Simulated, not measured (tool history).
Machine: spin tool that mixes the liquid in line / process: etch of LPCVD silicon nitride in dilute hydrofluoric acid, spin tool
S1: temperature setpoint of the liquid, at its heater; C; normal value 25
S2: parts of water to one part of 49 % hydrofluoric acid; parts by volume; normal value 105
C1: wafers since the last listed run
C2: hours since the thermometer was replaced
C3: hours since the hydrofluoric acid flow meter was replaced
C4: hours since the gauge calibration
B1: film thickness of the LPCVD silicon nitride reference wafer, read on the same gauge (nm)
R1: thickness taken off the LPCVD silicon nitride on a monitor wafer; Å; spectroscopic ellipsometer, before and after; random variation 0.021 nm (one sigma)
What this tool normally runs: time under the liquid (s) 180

{"run": 1, "hour": 0.0, "S1": 25, "S2": 105, "time under the liquid (s)": 180, "C1": 0, "C2": 123.7, "C3": 673.9, "C4": 177.4, "B1": 129.997, "R1": 9.19}
{"hour": 8.9, "done": "hydrofluoric acid flow meter replaced"}
{"run": 2, "hour": 39.5, "S1": 25, "S2": 130, "time under the liquid (s)": 205, "C1": 300, "C2": 163.2, "C3": 30.6, "C4": 216.9, "B1": 129.988, "R1": 8.88}
{"run": 3, "hour": 131.2, "S1": 25, "S2": 105, "time under the liquid (s)": 180, "C1": 714, "C2": 254.9, "C3": 122.3, "C4": 308.6, "B1": 129.969, "R1": 9.29}
{"run": 4, "hour": 183.1, "S1": 21.5, "S2": 105, "time under the liquid (s)": 180, "C1": 404, "C2": 306.8, "C3": 174.2, "C4": 360.5, "B1": 130.051, "R1": 7.38}
{"run": 5, "hour": 268.7, "S1": 29, "S2": 105, "time under the liquid (s)": 210, "C1": 667, "C2": 392.4, "C3": 259.8, "C4": 446.1, "B1": 129.991, "R1": 14.29}
{"run": 6, "hour": 376.2, "S1": 29, "S2": 105, "time under the liquid (s)": 210, "C1": 837, "C2": 499.9, "C3": 367.3, "C4": 553.6, "B1": 129.992, "R1": 14}
{"hour": 410.7, "done": "gauge calibrated"}
{"run": 7, "hour": 425.2, "S1": 29, "S2": 105, "time under the liquid (s)": 210, "C1": 381, "C2": 548.9, "C3": 416.3, "C4": 14.5, "B1": 130.01, "R1": 14.17}
{"run": 8, "hour": 509.0, "S1": 25, "S2": 125, "time under the liquid (s)": 180, "C1": 653, "C2": 632.7, "C3": 500.1, "C4": 98.3, "B1": 130.02, "R1": 7.77}
{"run": 9, "hour": 605.5, "S1": 29.5, "S2": 105, "time under the liquid (s)": 100, "C1": 752, "C2": 729.2, "C3": 596.6, "C4": 194.8, "B1": 130.042, "R1": 6.58}
{"hour": 609.6, "done": "thermometer replaced"}
{"run": 10, "hour": 647.8, "S1": 25, "S2": 125, "time under the liquid (s)": 75, "C1": 321, "C2": 38.2, "C3": 638.9, "C4": 237.1, "B1": 129.987, "R1": 3.12}
{"hour": 665.3, "done": "hydrofluoric acid flow meter replaced"}
{"run": 11, "hour": 748.9, "S1": 29.5, "S2": 105, "time under the liquid (s)": 180, "C1": 780, "C2": 139.3, "C3": 83.6, "C4": 338.2, "B1": 130.012, "R1": 12.1}
{"run": 12, "hour": 825.6, "S1": 21.5, "S2": 80, "time under the liquid (s)": 255, "C1": 597, "C2": 216, "C3": 160.3, "C4": 414.9, "B1": 129.989, "R1": 13.05}
{"run": 13, "hour": 930.8, "S1": 25, "S2": 105, "time under the liquid (s)": 180, "C1": 820, "C2": 321.2, "C3": 265.5, "C4": 520.1, "B1": 130.005, "R1": 8.94}
{"run": 14, "hour": 1020.0, "S1": 25, "S2": 105, "time under the liquid (s)": 180, "C1": 695, "C2": 410.4, "C3": 354.7, "C4": 609.3, "B1": 130.037, "R1": 8.93}
{"run": 15, "hour": 1122.9, "S1": 25, "S2": 105, "time under the liquid (s)": 180, "C1": 802, "C2": 513.3, "C3": 457.6, "C4": 712.2, "B1": 129.994, "R1": 9.44}

Predict each of these 3 candidate next runs independently; none follows another, all start after run 15:
{"run": "A", "hour": 1123.4, "S1": 29, "S2": 105, "time under the liquid (s)": 180, "C1": 3, "C2": 513.8, "C3": 458.1, "C4": 712.7, "B1": "?", "R1": "?"}
{"run": "B", "hour": 1123.4, "S1": 25, "S2": 145, "time under the liquid (s)": 210, "C1": 3, "C2": 513.8, "C3": 458.1, "C4": 712.7, "B1": "?", "R1": "?"}
{"run": "C", "hour": 1123.4, "S1": 25, "S2": 105, "time under the liquid (s)": 285, "C1": 3, "C2": 513.8, "C3": 458.1, "C4": 712.7, "B1": "?", "R1": "?"}

run=A B1=130.043 R1=12.25
run=B B1=130.043 R1=8.03
run=C B1=130.043 R1=15.01
Without the tool's hidden state the same runs would have given:
run=A R1=12.25
run=B R1=8.03
run=C R1=15.01
